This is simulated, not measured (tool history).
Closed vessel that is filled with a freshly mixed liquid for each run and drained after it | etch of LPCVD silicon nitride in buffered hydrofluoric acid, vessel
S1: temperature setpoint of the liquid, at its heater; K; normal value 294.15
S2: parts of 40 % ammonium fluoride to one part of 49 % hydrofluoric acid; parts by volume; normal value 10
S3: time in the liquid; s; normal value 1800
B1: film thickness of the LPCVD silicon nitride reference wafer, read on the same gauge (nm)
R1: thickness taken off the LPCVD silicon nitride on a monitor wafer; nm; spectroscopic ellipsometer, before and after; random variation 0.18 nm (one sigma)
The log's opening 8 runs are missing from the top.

run	day	S1	S2	S3	B1	R1
# day 4.033: hydrofluoric acid flow meter replaced
9	5.329	298.65	11	2680	40.01	33.78
10	6.054	294.15	10	1800	39.98	19.22
11	8.238	294.15	7.5	815	39.99	11.27
12	9.421	294.15	10	1800	40.01	19.48
13	10.112	290.15	6.5	1410	40.02	17.98
14	10.575	294.15	10	1800	39.98	19.2
15	11.017	297.65	10	1800	40.02	23.35
16	11.267	294.15	10	1800	39.98	19.11
17	11.596	294.15	12	900	39.97	7.91
18	12.312	292.15	10	1800	39.98	16.96
19	12.908	294.15	13.5	1800	39.93	14.34
20	13.204	294.15	7.5	1800	40.02	25.03
21	13.846	298.15	7	2810	40.04	52.27
22	14.133	292.15	11.5	1465	40.04	12.05
23	14.879	291.15	7	1800	39.98	22.52
24	15.396	291.15	13.5	1800	40	11.8
25	16.071	294.15	10	1800	40.03	19.11
26	16.808	294.15	8	2235	40.04	28.99
27	17.067	294.15	12	1800	39.99	15.98
28	17.504	296.65	8	1250	39.99	18.31
29	18.162	292.15	8.5	2840	40.03	30.27
30	18.475	290.15	12.5	775	39.97	5.12
31	19.15	292.15	10	895	40	8.33

Here are 5 independent what-if runs from the current tool condition. What would each one return?
A	19.196	294.15	10	1800	?	?
B	19.196	299.15	10	1800	?	?
C	19.196	292.65	10	1800	?	?
D	19.196	290.15	13	2460	?	?
E	19.196	294.15	6.5	2560	?	?

run	B1	R1
A	40.04	18.83
B	40.04	24.8
C	40.04	17.31
D	40.04	15.87
E	40.04	40.07
What these runs would have given with no unlogged condition in the tool:
run	R1
A	19.87
B	26.12
C	18.27
D	16.77
E	42.27

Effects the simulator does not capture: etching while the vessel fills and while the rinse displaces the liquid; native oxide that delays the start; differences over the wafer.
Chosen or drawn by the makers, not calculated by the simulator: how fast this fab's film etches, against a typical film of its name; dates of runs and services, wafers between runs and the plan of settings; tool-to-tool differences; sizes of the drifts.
